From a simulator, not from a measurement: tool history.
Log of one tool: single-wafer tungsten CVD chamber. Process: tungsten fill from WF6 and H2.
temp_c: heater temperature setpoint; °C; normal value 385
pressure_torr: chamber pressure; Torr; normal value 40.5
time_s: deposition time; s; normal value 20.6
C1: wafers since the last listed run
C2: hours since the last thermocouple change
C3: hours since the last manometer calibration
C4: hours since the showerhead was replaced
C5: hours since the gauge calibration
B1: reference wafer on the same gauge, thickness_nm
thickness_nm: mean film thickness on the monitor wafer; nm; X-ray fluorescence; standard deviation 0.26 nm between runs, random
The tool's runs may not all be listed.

Run 1, hour 0.0: usual settings but time_s 17.9 s; C1 0; C2 1275.5; C3 2043.1; C4 1340.8; C5 2977.2; B1 58.435. Result: thickness_nm 45.833 nm.
Run 2, hour 85.6: usual settings but temp_c 393 °C; C1 2152; C2 1361.1; C3 2128.7; C4 1426.4; C5 3062.8; B1 58.492. Result: thickness_nm 63.080 nm.
At hour 105.3: capacitance manometer re-zeroed and calibrated.
Run 3, hour 170.6: usual settings but temp_c 393 °C; C1 1936; C2 1446.1; C3 65.3; C4 1511.4; C5 3147.8; B1 58.506. Result: thickness_nm 63.635 nm.
Run 4, hour 211.3: usual settings; C1 1023; C2 1486.8; C3 106.0; C4 1552.1; C5 3188.5; B1 58.615. Result: thickness_nm 53.371 nm.
Run 5, hour 260.2: usual settings but pressure_torr 48.2 Torr; C1 1229; C2 1535.7; C3 154.9; C4 1601.0; C5 3237.4; B1 58.633. Result: thickness_nm 57.241 nm.
Run 6, hour 350.6: usual settings but pressure_torr 48.2 Torr; C1 2273; C2 1626.1; C3 245.3; C4 1691.4; C5 3327.8; B1 58.631. Result: thickness_nm 57.037 nm.
Run 7, hour 434.5: usual settings but pressure_torr 48.2 Torr; C1 2109; C2 1710.0; C3 329.2; C4 1775.3; C5 3411.7; B1 58.762. Result: thickness_nm 57.044 nm.
Run 8, hour 499.9: usual settings; C1 1644; C2 1775.4; C3 394.6; C4 1840.7; C5 3477.1; B1 58.764. Result: thickness_nm 53.493 nm.
At hour 717.2: thermocouple changed; heater temperature recalibrated.
Run 9, hour 795.5: usual settings; C1 7231; C2 78.3; C3 690.2; C4 2136.3; C5 3772.7; B1 59.013. Result: thickness_nm 53.652 nm.
Run 10, hour 865.0: usual settings; C1 1747; C2 147.8; C3 759.7; C4 2205.8; C5 3842.2; B1 59.068. Result: thickness_nm 54.192 nm.
At hour 953.9: gauge calibrated.
Run 11, hour 962.7: usual settings but temp_c 377 °C; C1 2456; C2 245.5; C3 857.4; C4 2303.5; C5 8.8; B1 55.730. Result: thickness_nm 42.250 nm.
Run 12, hour 1042.1: usual settings but temp_c 377 °C; C1 1996; C2 324.9; C3 936.8; C4 2382.9; C5 88.2; B1 55.716. Result: thickness_nm 42.083 nm.
Run 13, hour 1108.9: usual settings; C1 1679; C2 391.7; C3 1003.6; C4 2449.7; C5 155.0; B1 55.863. Result: thickness_nm 51.048 nm.
Run 14, hour 1169.0: usual settings but pressure_torr 46.3 Torr; C1 1511; C2 451.8; C3 1063.7; C4 2509.8; C5 215.1; B1 55.877. Result: thickness_nm 53.427 nm.
Run 15, hour 1234.5: usual settings but pressure_torr 46.3 Torr; C1 1646; C2 517.3; C3 1129.2; C4 2575.3; C5 280.6; B1 55.924. Result: thickness_nm 53.691 nm.
Run 16, hour 1307.4: usual settings but time_s 23.9 s; C1 1833; C2 590.2; C3 1202.1; C4 2648.2; C5 353.5; B1 55.898. Result: thickness_nm 59.297 nm.
Run 17, hour 1390.9: usual settings but temp_c 372 °C, pressure_torr 37.6 Torr, time_s 24.2 s; C1 2099; C2 673.7; C3 1285.6; C4 2731.7; C5 437.0; B1 56.034. Result: thickness_nm 43.339 nm.
Run 18, hour 1596.3: usual settings but temp_c 379 °C, pressure_torr 31.7 Torr, time_s 18.4 s; C1 5164; C2 879.1; C3 1491.0; C4 2937.1; C5 642.4; B1 56.166. Result: thickness_nm 36.750 nm.
Run 19, hour 1650.8: usual settings but time_s 22.6 s; C1 1370; C2 933.6; C3 1545.5; C4 2991.6; C5 696.9; B1 56.229. Result: thickness_nm 56.229 nm.
Run 20, hour 1739.3: usual settings; C1 2225; C2 1022.1; C3 1634.0; C4 3080.1; C5 785.4; B1 56.278. Result: thickness_nm 51.688 nm.
Run 21, hour 1824.2: usual settings but temp_c 399 °C, pressure_torr 35.5 Torr, time_s 17.0 s; C1 2134; C2 1107.0; C3 1718.9; C4 3165.0; C5 870.3; B1 56.392. Result: thickness_nm 54.866 nm.
At hour 1962.7: showerhead replaced.
Run 22, hour 2096.6: usual settings but time_s 23.4 s; C1 6648; C2 1379.4; C3 1991.3; C4 133.9; C5 1142.7; B1 56.607. Result: thickness_nm 58.381 nm.
Run 23, hour 2172.5: usual settings; C1 1908; C2 1455.3; C3 2067.2; C4 209.8; C5 1218.6; B1 56.649. Result: thickness_nm 51.406 nm.
Run 24, hour 2208.7: usual settings but temp_c 379 °C, pressure_torr 31.6 Torr; C1 910; C2 1491.5; C3 2103.4; C4 246.0; C5 1254.8; B1 56.716. Result: thickness_nm 41.250 nm.
Run 25, hour 2274.4: usual settings; C1 1651; C2 1557.2; C3 2169.1; C4 311.7; C5 1320.5; B1 56.789. Result: thickness_nm 51.487 nm.
At hour 2309.6: capacitance manometer re-zeroed and calibrated.
Run 26, hour 2376.3: usual settings; C1 2361; C2 1659.1; C3 66.7; C4 413.6; C5 1422.4; B1 56.904. Result: thickness_nm 51.942 nm.
Run 27, hour 2448.5: usual settings but temp_c 380 °C, pressure_torr 47.7 Torr, time_s 17.0 s; C1 1815; C2 1731.3; C3 138.9; C4 485.8; C5 1494.6; B1 56.927. Result: thickness_nm 40.520 nm.
Run 28, hour 2528.5: usual settings but temp_c 379 °C, pressure_torr 50.2 Torr; C1 2011; C2 1811.3; C3 218.9; C4 565.8; C5 1574.6; B1 56.978. Result: thickness_nm 49.306 nm.
Run 29, hour 2581.7: usual settings but temp_c 377 °C; C1 1337; C2 1864.5; C3 272.1; C4 619.0; C5 1627.8; B1 57.020. Result: thickness_nm 43.003 nm.
Run 30, hour 2643.2: usual settings but temp_c 396 °C, pressure_torr 47.0 Torr, time_s 23.7 s; C1 1546; C2 1926.0; C3 333.6; C4 680.5; C5 1689.3; B1 57.026. Result: thickness_nm 80.374 nm.
Run 31, hour 2701.7: usual settings but temp_c 374 °C, pressure_torr 35.8 Torr, time_s 18.7 s; C1 1470; C2 1984.5; C3 392.1; C4 739.0; C5 1747.8; B1 57.125. Result: thickness_nm 35.175 nm.
Run 32, hour 2742.9: usual settings but temp_c 390 °C, pressure_torr 47.5 Torr, time_s 22.5 s; C1 1035; C2 2025.7; C3 433.3; C4 780.2; C5 1789.0; B1 57.158. Result: thickness_nm 67.209 nm.
Run 33, hour 2797.9: usual settings; C1 1382; C2 2080.7; C3 488.3; C4 835.2; C5 1844.0; B1 57.160. Result: thickness_nm 52.348 nm.
Run 34, hour 2886.8: usual settings but temp_c 398 °C, pressure_torr 47.1 Torr, time_s 21.8 s; C1 2235; C2 2169.6; C3 577.2; C4 924.1; C5 1932.9; B1 57.246. Result: thickness_nm 77.179 nm.
Run 35, hour 2992.7: usual settings; C1 2662; C2 2275.5; C3 683.1; C4 1030.0; C5 2038.8; B1 57.299. Result: thickness_nm 52.542 nm.

List, for all runs, the conditions of the tool that the log does not record:
wafer temperature above the value expected at the setpoint (K): 0 on each run
true pressure above the setpoint (%): 0 on each run
H1: gauge reads high (%)
run       H1
  1     4.66
  2     4.78
  3     4.91
  4     4.97
  5     5.04
  6     5.17
  7     5.29
  8     5.39
  9     5.82
 10     5.92
 11   -0.195
 12  -0.0792
 13   0.0185
 14    0.106
 15    0.202
 16    0.309
 17    0.431
 18    0.731
 19    0.811
 20    0.941
 21     1.06
 22     1.46
 23     1.57
 24     1.63
 25     1.72
 26     1.87
 27     1.98
 28      2.1
 29     2.17
 30     2.26
 31     2.35
 32     2.41
 33     2.49
 34     2.62
 35     2.77
